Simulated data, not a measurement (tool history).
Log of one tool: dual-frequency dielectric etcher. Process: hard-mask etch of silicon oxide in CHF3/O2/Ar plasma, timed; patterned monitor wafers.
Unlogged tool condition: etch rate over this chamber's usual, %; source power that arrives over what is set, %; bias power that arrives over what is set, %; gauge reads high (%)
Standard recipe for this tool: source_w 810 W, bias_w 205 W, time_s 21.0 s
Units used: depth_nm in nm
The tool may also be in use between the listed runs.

run,hour,source_w,bias_w,time_s,wafers since the last listed run,hours since the last wet clean,hours since the last source power generator calibration,hours since the last bias power generator calibration,hours since the last upper electrode change,hours since the gauge calibration,"read-back reference wafer on the same gauge, depth_nm",depth_nm
1,0.0,810,205,21.0,0,187.4,1552.2,1767.7,5109.7,170.4,54.41,48.88
2,10.1,950,205,16.0,121,197.5,1562.3,1777.8,5119.8,180.5,54.42,39.44
3,23.0,810,205,19.0,155,210.4,1575.2,1790.7,5132.7,193.4,54.40,44.00
# hour 30.2: bias power generator calibrated
4,30.7,810,205,19.0,44,218.1,1582.9,0.5,5140.4,201.1,54.43,43.84
5,35.7,810,245,21.0,60,223.1,1587.9,5.5,5145.4,206.1,54.37,51.92
6,43.8,810,245,21.0,97,231.2,1596.0,13.6,5153.5,214.2,54.44,51.63
7,54.6,810,245,21.0,129,242.0,1606.8,24.4,5164.3,225.0,54.45,51.85
# hour 70.2: source power generator calibrated
8,96.6,660,205,21.0,456,284.0,26.4,66.4,5206.3,267.0,54.39,44.94
9,109.1,810,205,21.0,150,296.5,38.9,78.9,5218.8,279.5,54.37,48.95
10,121.0,810,205,21.0,143,308.4,50.8,90.8,5230.7,291.4,54.37,49.19
11,137.7,810,205,21.0,200,325.1,67.5,107.5,5247.4,308.1,54.42,48.85
12,152.7,880,225,21.0,180,340.1,82.5,122.5,5262.4,323.1,54.47,51.80
13,160.4,700,205,27.5,92,347.8,90.2,130.2,5270.1,330.8,54.40,60.52
14,172.3,810,255,18.0,143,359.7,102.1,142.1,5282.0,342.7,54.35,45.24
15,189.2,890,205,21.0,203,376.6,119.0,159.0,5298.9,359.6,54.51,50.01
# hour 216.0: upper electrode replaced
# hour 232.6: wet clean of the chamber
16,233.1,720,165,27.0,39,0.5,162.9,202.9,17.1,403.5,54.38,55.34
17,233.5,750,205,23.5,4,0.9,163.3,203.3,17.5,403.9,54.43,53.29
18,233.8,660,252,21.0,3,1.2,163.6,203.6,17.8,404.2,54.40,48.81
19,237.9,680,190,21.0,49,5.3,167.7,207.7,21.9,408.3,54.34,45.06
# hour 256.6: gauge calibrated
20,258.6,810,205,21.0,248,26.0,188.4,228.4,42.6,2.0,54.39,48.76
21,274.3,810,182,15.5,188,41.7,204.1,244.1,58.3,17.7,54.46,34.70
22,283.7,900,248,21.0,112,51.1,213.5,253.5,67.7,27.1,54.36,53.95
23,294.7,810,205,21.0,132,62.1,224.5,264.5,78.7,38.1,54.40,48.91
24,305.5,990,172,21.0,129,72.9,235.3,275.3,89.5,48.9,54.43,49.36
25,319.6,870,205,21.0,169,87.0,249.4,289.4,103.6,63.0,54.49,50.11
26,334.8,810,205,21.0,182,102.2,264.6,304.6,118.8,78.2,54.38,48.65
27,343.4,740,189,25.0,103,110.8,273.2,313.2,127.4,86.8,54.37,54.52
28,358.8,700,205,21.0,185,126.2,288.6,328.6,142.8,102.2,54.39,46.43
29,394.8,810,205,18.0,432,162.2,324.6,364.6,178.8,138.2,54.46,41.46

Alternative continuations, all from the tool just after run 29; predict every row:
A,395.2,810,205,21.0,4,162.6,325.0,365.0,179.2,138.6,?,?
B,395.2,1000,175,21.0,4,162.6,325.0,365.0,179.2,138.6,?,?
C,395.2,810,205,16.5,4,162.6,325.0,365.0,179.2,138.6,?,?
D,395.2,710,244,27.5,4,162.6,325.0,365.0,179.2,138.6,?,?
E,395.2,900,162,21.0,4,162.6,325.0,365.0,179.2,138.6,?,?

run,"read-back reference wafer on the same gauge, depth_nm",depth_nm
A,54.49,48.65
B,54.49,49.69
C,54.49,38.22
D,54.49,64.76
E,54.49,46.57
Without the tool's unlogged condition, the same runs would have read:
run,depth_nm
A,48.65
B,49.69
C,38.22
D,64.76
E,46.57
